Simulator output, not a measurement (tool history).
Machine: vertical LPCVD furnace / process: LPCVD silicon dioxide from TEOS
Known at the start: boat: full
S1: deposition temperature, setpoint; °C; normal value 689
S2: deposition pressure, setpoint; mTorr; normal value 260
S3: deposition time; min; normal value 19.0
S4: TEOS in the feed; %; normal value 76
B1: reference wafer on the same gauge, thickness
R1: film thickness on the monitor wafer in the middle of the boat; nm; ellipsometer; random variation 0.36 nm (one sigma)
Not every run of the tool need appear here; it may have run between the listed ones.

run	hour	S1	S2	S3	S4	B1	R1
1	0.0	689	260	19.0	76	98.86	121.39
2	48.7	689	260	19.0	76	98.89	121.11
3	258.2	686	260	19.0	76	99.01	113.69
4	289.1	686	260	19.0	76	98.92	113.10
5	314.3	689	260	16.5	76	98.92	105.31
6	348.3	689	260	19.0	76	99.02	120.89
7	410.4	689	260	19.0	76	98.97	122.45
8	453.6	689	260	19.0	76	98.95	121.73
# hour 511.6: pressure gauge zeroed
9	606.7	689	260	19.0	71	98.99	117.44
# hour 687.2: gauge calibrated
# hour 790.0: thermocouples replaced and temperature profile calibrated
# hour 797.7: TEOS flow controller replaced
10	798.2	689	260	19.0	71	99.03	112.98
11	843.1	689	260	19.0	81	99.00	121.82
12	881.0	689	260	19.0	81	99.16	121.96
13	940.2	689	260	19.0	76	99.00	117.79
14	1008.2	689	260	11.5	69	98.95	68.09
15	1038.2	689	260	25.5	76	99.06	158.31
16	1152.4	689	260	16.5	63	99.01	93.41
17	1190.0	689	260	19.0	76	98.97	118.30
18	1277.2	689	260	19.0	76	99.06	118.05
19	1340.7	697	200	19.0	88	98.91	135.53
20	1399.3	689	260	19.0	76	99.05	119.08
21	1470.8	689	260	19.0	76	98.93	119.11
22	1510.8	689	260	19.0	76	99.06	118.69
23	1535.1	679	200	16.0	91	99.06	76.32
24	1569.6	689	260	13.0	80	99.07	84.14
25	1617.4	689	215	19.0	76	99.06	109.48
26	1657.9	685	230	19.0	76	98.89	102.31
27	1715.2	683	260	19.0	69	98.93	99.08
28	1748.5	689	260	19.0	76	98.93	118.78
29	1834.2	681	240	19.0	89	99.00	102.93
30	1860.1	689	260	19.0	76	98.80	120.01
31	1918.3	699	260	19.0	87	98.92	161.72

Predict each of these 4 candidate next runs independently; none follows another, all start after run 31:
A	1923.2	689	260	19.0	76	?	?
B	1923.2	679	290	24.0	88	?	?
C	1923.2	689	260	22.5	76	?	?
D	1923.2	689	280	16.0	76	?	?

run	B1	R1
A	98.90	119.83
B	98.90	135.32
C	98.90	141.90
D	98.90	104.72
What these runs would have given with no unlogged condition in the tool:
run	R1
A	116.55
B	131.54
C	138.02
D	101.85

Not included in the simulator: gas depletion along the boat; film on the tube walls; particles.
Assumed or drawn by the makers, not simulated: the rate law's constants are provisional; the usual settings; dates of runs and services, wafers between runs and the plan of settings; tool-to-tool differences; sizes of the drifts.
